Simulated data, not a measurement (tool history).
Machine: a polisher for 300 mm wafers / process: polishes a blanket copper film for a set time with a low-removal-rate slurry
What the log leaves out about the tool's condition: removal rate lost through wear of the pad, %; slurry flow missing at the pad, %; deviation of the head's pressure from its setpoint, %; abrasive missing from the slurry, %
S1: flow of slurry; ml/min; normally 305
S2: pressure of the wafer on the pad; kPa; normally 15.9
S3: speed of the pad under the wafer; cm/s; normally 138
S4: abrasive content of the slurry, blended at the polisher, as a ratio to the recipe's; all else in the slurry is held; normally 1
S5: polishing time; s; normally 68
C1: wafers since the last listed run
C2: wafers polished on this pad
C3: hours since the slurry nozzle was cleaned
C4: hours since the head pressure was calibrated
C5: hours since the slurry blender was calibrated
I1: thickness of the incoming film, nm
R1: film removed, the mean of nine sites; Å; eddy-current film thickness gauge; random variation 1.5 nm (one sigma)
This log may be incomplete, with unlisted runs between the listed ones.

Run 1, hour 0: usual settings but S3 166 cm/s; C1 0; C2 2692; C3 395.4; C4 507.5; C5 288.3; I1 1492. Result: R1 2317 Å.
Run 2, hour 49.1: usual settings; C1 503; C2 3196; C3 444.5; C4 556.6; C5 337.4; I1 1479.4. Result: R1 1917 Å.
Run 3, hour 118.9: usual settings; C1 715; C2 3911; C3 514.3; C4 626.4; C5 407.2; I1 1503.9. Result: R1 1902 Å.
At hour 208.8: slurry nozzle cleaned.
Run 4, hour 223.9: usual settings; C1 1066; C2 4977; C3 15.1; C4 731.4; C5 512.2; I1 1508.3. Result: R1 1931 Å.
At hour 251.1: slurry blender recalibrated.
Run 5, hour 266.6: usual settings; C1 417; C2 5395; C3 57.8; C4 774.1; C5 15.5; I1 1478.7. Result: R1 1916 Å.
At hour 315.4: worn pad replaced by a new one.
Run 6, hour 363.5: usual settings; C1 952; C2 493; C3 154.7; C4 871; C5 112.4; I1 1476.5. Result: R1 1927 Å.
Run 7, hour 412.9: usual settings; C1 506; C2 999; C3 204.1; C4 920.4; C5 161.8; I1 1512.4. Result: R1 1947 Å.
Run 8, hour 497.9: usual settings; C1 871; C2 1870; C3 289.1; C4 1005.4; C5 246.8; I1 1492.4. Result: R1 1896 Å.
Run 9, hour 537: usual settings; C1 400; C2 2271; C3 328.2; C4 1044.5; C5 285.9; I1 1502. Result: R1 1911 Å.
Run 10, hour 600.6: usual settings but S5 82 s; C1 651; C2 2923; C3 391.8; C4 1108.1; C5 349.5; I1 1486.6. Result: R1 2315 Å.
At hour 637.1: head pressure recalibrated.
Run 11, hour 661.4: usual settings but S2 12.4 kPa; C1 602; C2 3526; C3 452.6; C4 24.3; C5 410.3; I1 1466.3. Result: R1 1499 Å.
Run 12, hour 724.8: usual settings but S1 355 ml/min, S2 21.4 kPa, S3 170 cm/s, S5 59 s; C1 649; C2 4176; C3 516; C4 87.7; C5 473.7; I1 1496.1. Result: R1 2791 Å.
Run 13, hour 766.2: usual settings; C1 424; C2 4600; C3 557.4; C4 129.1; C5 515.1; I1 1481.2. Result: R1 1918 Å.
At hour 796.5: slurry nozzle cleaned.
Run 14, hour 811: usual settings but S2 20.7 kPa, S4 1.3; C1 448; C2 5049; C3 14.5; C4 173.9; C5 559.9; I1 1491.4. Result: R1 2607 Å.
At hour 835.7: slurry blender recalibrated.
Run 15, hour 877.5: usual settings but S1 395 ml/min, S2 17.9 kPa, S5 57 s; C1 661; C2 5711; C3 81; C4 240.4; C5 41.8; I1 1486.1. Result: R1 1844 Å.
Run 16, hour 940.5: usual settings but S3 156 cm/s, S4 1.2; C1 645; C2 6356; C3 144; C4 303.4; C5 104.8; I1 1487. Result: R1 2219 Å.
At hour 945.5: worn pad replaced by a new one.
Run 17, hour 1022: usual settings but S4 0.75; C1 794; C2 784; C3 225.5; C4 384.9; C5 186.3; I1 1500.4. Result: R1 1844 Å.
Run 18, hour 1298.6: usual settings but S1 275 ml/min, S2 14.5 kPa, S3 156 cm/s; C1 2835; C2 3619; C3 502.1; C4 661.5; C5 462.9; I1 1494.9. Result: R1 1946 Å.
Run 19, hour 1335.2: usual settings; C1 375; C2 3995; C3 538.7; C4 698.1; C5 499.5; I1 1500.1. Result: R1 1933 Å.
Run 20, hour 1432.8: usual settings but S2 17.9 kPa; C1 1000; C2 4995; C3 636.3; C4 795.7; C5 597.1; I1 1512.1. Result: R1 2161 Å.
At hour 1449.2: slurry blender recalibrated.
At hour 1477.1: slurry nozzle cleaned.
Run 21, hour 1515.3: usual settings; C1 814; C2 5810; C3 38.2; C4 878.2; C5 66.1; I1 1474.3. Result: R1 1929 Å.
At hour 1538.6: worn pad replaced by a new one.
Run 22, hour 1556.9: usual settings; C1 385; C2 188; C3 79.8; C4 919.8; C5 107.7; I1 1507.5. Result: R1 1944 Å.
Run 23, hour 1595.5: usual settings but S1 350 ml/min, S3 118 cm/s, S5 45 s; C1 395; C2 583; C3 118.4; C4 958.4; C5 146.3; I1 1484.1. Result: R1 1105 Å.
Run 24, hour 1638.3: usual settings but S1 350 ml/min; C1 438; C2 1022; C3 161.2; C4 1001.2; C5 189.1; I1 1480.1. Result: R1 1969 Å.
Run 25, hour 1696.3: usual settings; C1 594; C2 1617; C3 219.2; C4 1059.2; C5 247.1; I1 1506. Result: R1 1912 Å.
Run 26, hour 1765.2: usual settings but S1 205 ml/min, S5 75 s; C1 706; C2 2323; C3 288.1; C4 1128.1; C5 316; I1 1463.3. Result: R1 2050 Å.
At hour 1813.6: head pressure recalibrated.
Run 27, hour 1814.1: usual settings but S1 210 ml/min, S2 20.7 kPa, S3 178 cm/s, S5 47 s; C1 480; C2 2804; C3 337; C4 0.5; C5 364.9; I1 1493.9. Result: R1 2142 Å.
Run 28, hour 1994.7: usual settings but S1 395 ml/min, S2 17.9 kPa, S5 57 s; C1 1851; C2 4655; C3 517.6; C4 181.1; C5 545.5; I1 1476.5. Result: R1 1848 Å.
At hour 2026.9: slurry blender recalibrated.
At hour 2073.5: slurry nozzle cleaned.
Run 29, hour 2099.8: usual settings but S4 1.2; C1 1046; C2 5702; C3 26.3; C4 286.2; C5 72.9; I1 1511.2. Result: R1 1982 Å.
At hour 2129.1: worn pad replaced by a new one.
Run 30, hour 2143.8: usual settings; C1 410; C2 150; C3 70.3; C4 330.2; C5 116.9; I1 1505.3. Result: R1 1915 Å.

Exercise: give the hidden state of the tool at every run:
removal rate lost through wear of the pad, %: 0 at every run
slurry flow missing at the pad, %: 0 at every run
deviation of the head's pressure from its setpoint, %: 0 at every run
abrasive missing from the slurry, %: 0 at every run
